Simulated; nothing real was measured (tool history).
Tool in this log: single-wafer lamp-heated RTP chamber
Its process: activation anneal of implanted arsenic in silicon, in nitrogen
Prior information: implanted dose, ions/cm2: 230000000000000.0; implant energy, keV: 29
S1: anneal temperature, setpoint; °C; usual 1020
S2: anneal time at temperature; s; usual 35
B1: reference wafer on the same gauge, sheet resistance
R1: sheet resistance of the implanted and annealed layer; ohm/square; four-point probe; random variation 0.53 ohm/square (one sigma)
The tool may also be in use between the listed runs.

Run 1, day 0.000: usual settings but S2 46 s; B1 323.93. Result: R1 350.18 ohm/square.
At day 2.179: pyrometer window cleaned and pyrometer calibrated.
Run 2, day 3.196: usual settings; B1 323.88. Result: R1 352.45 ohm/square.
At day 4.571: reflector plate cleaned.
Run 3, day 6.808: usual settings; B1 324.04. Result: R1 352.34 ohm/square.
Run 4, day 8.917: usual settings but S1 1042 °C; B1 324.11. Result: R1 348.79 ohm/square.
Run 5, day 11.167: usual settings but S1 1042 °C; B1 324.03. Result: R1 348.30 ohm/square.
Run 6, day 15.200: usual settings but S1 1042 °C; B1 323.92. Result: R1 350.20 ohm/square.
Run 7, day 26.871: usual settings; B1 324.07. Result: R1 351.35 ohm/square.
Run 8, day 29.567: usual settings; B1 324.00. Result: R1 351.98 ohm/square.
At day 31.912: pyrometer window cleaned and pyrometer calibrated.
Run 9, day 33.688: usual settings; B1 324.10. Result: R1 351.40 ohm/square.
At day 37.329: reflector plate cleaned.
Run 10, day 38.088: usual settings but S2 25 s; B1 324.01. Result: R1 353.61 ohm/square.
Run 11, day 40.342: usual settings; B1 324.16. Result: R1 352.38 ohm/square.
Run 12, day 43.488: usual settings but S1 1037 °C; B1 324.12. Result: R1 349.10 ohm/square.
Run 13, day 47.762: usual settings but S1 1037 °C; B1 324.03. Result: R1 350.49 ohm/square.
Run 14, day 49.908: usual settings; B1 324.06. Result: R1 351.86 ohm/square.
Run 15, day 53.308: usual settings; B1 323.85. Result: R1 351.96 ohm/square.
Run 16, day 56.346: usual settings; B1 323.93. Result: R1 351.01 ohm/square.
Run 17, day 60.033: usual settings but S1 998 °C, S2 51 s; B1 324.02. Result: R1 351.98 ohm/square.
At day 62.625: pyrometer window cleaned and pyrometer calibrated.
Run 18, day 62.788: usual settings but S1 992 °C, S2 42 s; B1 324.19. Result: R1 353.61 ohm/square.
Run 19, day 65.617: usual settings; B1 324.13. Result: R1 351.18 ohm/square.
At day 66.054: reflector plate cleaned.
Run 20, day 77.450: usual settings but S1 1009 °C, S2 42 s; B1 323.93. Result: R1 352.05 ohm/square.
Run 21, day 81.567: usual settings but S1 1046 °C, S2 42 s; B1 323.99. Result: R1 347.09 ohm/square.
Run 22, day 83.542: usual settings but S2 22 s; B1 323.99. Result: R1 353.11 ohm/square.
Run 23, day 86.371: usual settings but S2 28 s; B1 324.00. Result: R1 352.31 ohm/square.
At day 88.654: gauge calibrated.
At day 95.817: pyrometer window cleaned and pyrometer calibrated.
At day 96.321: reflector plate cleaned.
Run 24, day 97.838: usual settings but S1 1034 °C; B1 324.05. Result: R1 349.92 ohm/square.
Run 25, day 102.142: usual settings but S1 1011 °C; B1 323.95. Result: R1 352.47 ohm/square.
Run 26, day 104.842: usual settings but S1 1047 °C, S2 53 s; B1 323.94. Result: R1 344.49 ohm/square.
Run 27, day 106.625: usual settings but S2 55 s; B1 324.01. Result: R1 349.56 ohm/square.
Run 28, day 108.812: usual settings; B1 324.11. Result: R1 351.55 ohm/square.
Run 29, day 116.704: usual settings but S1 1031 °C, S2 45 s; B1 324.04. Result: R1 349.63 ohm/square.
At day 122.846: reflector plate cleaned.
At day 123.321: pyrometer window cleaned and pyrometer calibrated.
Run 30, day 126.475: usual settings but S1 1047 °C, S2 53 s; B1 323.94. Result: R1 345.59 ohm/square.
Run 31, day 129.104: usual settings but S1 994 °C, S2 25 s; B1 324.14. Result: R1 355.65 ohm/square.
Run 32, day 133.075: usual settings but S1 1041 °C, S2 43 s; B1 323.98. Result: R1 348.42 ohm/square.
Run 33, day 136.962: usual settings but S1 997 °C, S2 55 s; B1 324.03. Result: R1 352.80 ohm/square.
Run 34, day 139.475: usual settings but S1 1034 °C, S2 47 s; B1 323.90. Result: R1 347.77 ohm/square.
Run 35, day 143.717: usual settings; B1 323.94. Result: R1 351.34 ohm/square.

Branching from run 35: 5 alternative next runs. What would each branch give?
Run A, day 143.733: usual settings but S2 29 s; B1 ?. Result: R1 ?.
Run B, day 143.733: usual settings but S1 1046 °C; B1 ?. Result: R1 ?.
Run C, day 143.733: usual settings but S1 1036 °C, S2 24 s; B1 ?. Result: R1 ?.
Run D, day 143.733: usual settings but S1 1007 °C, S2 14 s; B1 ?. Result: R1 ?.
Run E, day 143.733: usual settings but S1 1009 °C, S2 49 s; B1 ?. Result: R1 ?.

run      B1      R1
  A  324.09  352.74
  B  324.09  348.65
  C  324.09  352.00
  D  324.09  356.62
  E  324.09  351.41
Stripped of hidden state, with their random variation kept, the same runs would have yielded:
run      R1
  A  352.74
  B  348.65
  C  352.00
  D  356.62
  E  351.41
